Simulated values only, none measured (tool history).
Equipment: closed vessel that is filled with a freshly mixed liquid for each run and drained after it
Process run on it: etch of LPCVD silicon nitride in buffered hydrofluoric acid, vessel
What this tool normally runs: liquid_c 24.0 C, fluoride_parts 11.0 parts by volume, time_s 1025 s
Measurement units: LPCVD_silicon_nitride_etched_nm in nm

run	hour	liquid_c	fluoride_parts	time_s	read-back film thickness of the LPCVD silicon nitride reference wafer, read on the same gauge (nm)	LPCVD_silicon_nitride_etched_nm
1	0.0	24.0	11.0	1025	79.98	12.67
2	8.5	24.0	11.0	1025	80.04	12.77
3	14.7	24.0	11.0	1025	79.95	12.70
4	23.8	24.0	11.0	1025	79.98	12.66
5	39.3	24.0	11.0	1025	80.01	12.34
6	51.8	24.0	11.0	1025	80.01	12.52
7	62.6	24.0	11.0	1025	80.02	12.64
8	80.2	24.0	11.0	1365	79.99	16.80
9	93.6	24.0	11.0	1025	80.00	12.74
# hour 97.0: hydrofluoric acid flow meter replaced
10	106.9	24.0	11.0	1025	80.01	12.69
11	121.3	24.0	11.0	1025	80.00	12.54
# hour 134.0: gauge calibrated
12	137.6	24.0	11.0	1025	80.00	12.81
13	144.3	28.0	14.5	520	80.01	6.07
14	155.5	24.0	6.5	1025	79.97	21.14
15	166.3	24.0	11.0	1025	80.00	12.70
16	177.2	21.0	7.5	1025	80.02	15.32
17	183.7	24.0	11.0	1025	80.02	12.57
18	192.0	20.0	13.0	1275	80.03	10.60
19	200.9	19.5	15.5	850	79.99	5.72
20	216.5	26.0	15.0	1025	79.97	10.37

For run 21, what comes out?
21	223.3	24.0	7.0	1025	?	?

read-back film thickness of the LPCVD silicon nitride reference wafer, read on the same gauge (nm): 79.98
LPCVD_silicon_nitride_etched_nm: 19.63 nm
Minus the tool's unlogged condition, the same run would have read LPCVD_silicon_nitride_etched_nm 19.63 nm.
